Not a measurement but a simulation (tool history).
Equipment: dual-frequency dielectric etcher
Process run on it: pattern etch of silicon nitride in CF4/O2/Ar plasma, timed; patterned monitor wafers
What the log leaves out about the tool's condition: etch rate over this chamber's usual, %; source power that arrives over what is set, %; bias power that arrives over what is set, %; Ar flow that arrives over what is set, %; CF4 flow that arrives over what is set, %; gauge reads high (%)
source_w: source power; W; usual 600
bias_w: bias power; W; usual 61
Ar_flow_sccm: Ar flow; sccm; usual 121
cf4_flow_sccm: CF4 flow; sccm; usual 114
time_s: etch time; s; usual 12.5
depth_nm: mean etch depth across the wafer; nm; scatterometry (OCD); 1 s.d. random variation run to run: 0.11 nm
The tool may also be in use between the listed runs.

run   hour  source_w  bias_w  Ar_flow_sccm  cf4_flow_sccm  time_s  wafers since the last listed run  hours since the last wet clean  hours since the last source power generator calibration  hours since the last bias power generator calibration  hours since the last Ar flow controller change  hours since the last CF4 flow controller change  hours since the last upper electrode change  hours since the gauge calibration  read-back reference wafer on the same gauge, depth_nm  depth_nm
  1      0       690      61           121            114    12.5                                 0                           203.5                                                     4159                                                 4557.7                                          4881.9                                             3949                                       1799.8                              165.2                                                  33.02     31.61
  2    6.5       690      61           121            114    12.5                               151                             210                                                   4165.5                                                 4564.2                                          4888.4                                           3955.5                                       1806.3                              171.7                                                  32.98     31.48
  3   16.5       690      61           121            114    12.5                               233                             220                                                   4175.5                                                 4574.2                                          4898.4                                           3965.5                                       1816.3                              181.7                                                  32.99     31.54
  4   27.2       600      50           121            114    12.5                               249                           230.7                                                   4186.2                                                 4584.9                                          4909.1                                           3976.2                                         1827                              192.4                                                  33.05     25.13
        87  -- upper electrode replaced
  5   87.5       600      50           121            114    12.5                               846                             291                                                   4246.5                                                 4645.2                                          4969.4                                           4036.5                                          0.5                              252.7                                                  32.97     24.72
  6   88.6       600      50           121            114    12.5                                25                           292.1                                                   4247.6                                                 4646.3                                          4970.5                                           4037.6                                          1.6                              253.8                                                     33     24.68
  7  105.8       600      61           121            114    12.5                               401                           309.3                                                   4264.8                                                 4663.5                                          4987.7                                           4054.8                                         18.8                                271                                                     33     28.17
     127.4  -- CF4 flow controller replaced
       149  -- Ar flow controller replaced
     151.4  -- wet clean of the chamber
  8  151.9       600      61           121            114    12.5                               739                             0.5                                                   4310.9                                                 4709.6                                             2.9                                             24.5                                         64.9                              317.1                                                  33.03     29.26
  9  152.2       600      61           121            114      10                                 6                             0.8                                                   4311.2                                                 4709.9                                             3.2                                             24.8                                         65.2                              317.4                                                  33.03     23.44
 10  152.6       600      61           121            114    12.5                                 9                             1.2                                                   4311.6                                                 4710.3                                             3.6                                             25.2                                         65.6                              317.8                                                  33.01     29.38
 11  161.6       600      70           136            137    12.5                               209                            10.2                                                   4320.6                                                 4719.3                                            12.6                                             34.2                                         74.6                              326.8                                                  33.01     31.86
       168  -- source power generator calibrated
 12  178.1       700      61           121            114    12.5                               291                            26.7                                                     10.1                                                 4735.8                                            29.1                                             50.7                                         91.1                              343.3                                                  33.02     32.74

Run 13 comes next. What will it give?
     178.8  -- gauge calibrated
     193.1  -- bias power generator calibrated
 13  195.5       600      51           121            129    12.5                               312                            44.1                                                     27.5                                                    2.4                                            46.5                                             68.1                                        108.5                               16.7                                                      ?         ?

Run 13 measured read-back reference wafer on the same gauge, depth_nm 32.98, depth_nm 26.21 nm.
Take away the tool's hidden state, keep the run-to-run variation as it was, and the same run would have given depth_nm 26.28 nm.
